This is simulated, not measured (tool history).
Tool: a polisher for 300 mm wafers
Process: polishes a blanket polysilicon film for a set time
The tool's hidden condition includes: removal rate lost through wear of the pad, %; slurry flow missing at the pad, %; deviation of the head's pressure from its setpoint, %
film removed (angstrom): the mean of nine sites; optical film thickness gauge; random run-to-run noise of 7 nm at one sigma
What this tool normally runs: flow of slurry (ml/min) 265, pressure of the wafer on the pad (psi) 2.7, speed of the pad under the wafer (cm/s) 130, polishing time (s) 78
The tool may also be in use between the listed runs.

run     day  flow of slurry (ml/min)  pressure of the wafer on the pad (psi)  speed of the pad under the wafer (cm/s)  polishing time (s)  wafers since the last listed run  wafers polished on this pad  hours since the slurry nozzle was cleaned  hours since the head pressure was calibrated  incoming thickness of the incoming film, nm  film removed (angstrom)
  1       0                      265                                     3.4                                      130                  78                                 0                          508                                      241.6                                         544.8                                       2401.6                    11364
  2   2.662                      265                                     3.4                                      130                  78                               509                         1018                                      305.5                                         608.7                                       2356.3                    11424
  3   4.446                      265                                     3.4                                      130                  78                               341                         1359                                      348.3                                         651.5                                       2383.7                    11378
  4   5.946                      265                                     2.7                                      112                  78                               286                         1646                                      384.3                                         687.5                                       2389.6                     8287
      6.546  -- worn pad replaced by a new one
  5   8.004                      325                                     2.7                                      130                  78                               361                          278                                      433.7                                         736.9                                       2337.8                     9486
  6  10.542                      325                                     2.7                                      130                  78                               485                          764                                      494.6                                         797.8                                       2385.7                     9472
  7  13.275                      325                                     2.7                                      130                  78                               522                         1286                                      560.2                                         863.4                                       2385.2                     9495
  8  14.296                      230                                     2.7                                      130                  78                               195                         1482                                      584.7                                         887.9                                       2336.9                     8928
     14.879  -- head pressure recalibrated
     15.517  -- slurry nozzle cleaned
       15.9  -- worn pad replaced by a new one
  9  16.712                      265                                     2.7                                      130                  78                               406                          155                                       28.7                                            44                                       2411.9                     9655
 10  19.633                      265                                     2.7                                      130                  95                               558                          714                                       98.8                                         114.1                                       2347.1                    11499
 11  21.204                      265                                     2.7                                      130                  78                               300                         1014                                      136.5                                         151.8                                       2358.8                     9558
 12  23.238                      230                                     2.7                                      108                  78                               388                         1403                                      185.3                                         200.6                                       2372.9                     8008
     23.542  -- worn pad replaced by a new one
 13    24.5                      265                                     3.5                                      116                  67                               209                          182                                      215.6                                         230.9                                       2410.4                     9444

Predict the results of run 14:
 14  27.396                      325                                     2.1                                      130                  78                               553                          736                                      285.1                                         300.4                                       2374.6                        ?

Run 14 gave film removed (angstrom) 7657.
The same run, on a tool lacking any hidden state, would have yielded film removed (angstrom) 7854.
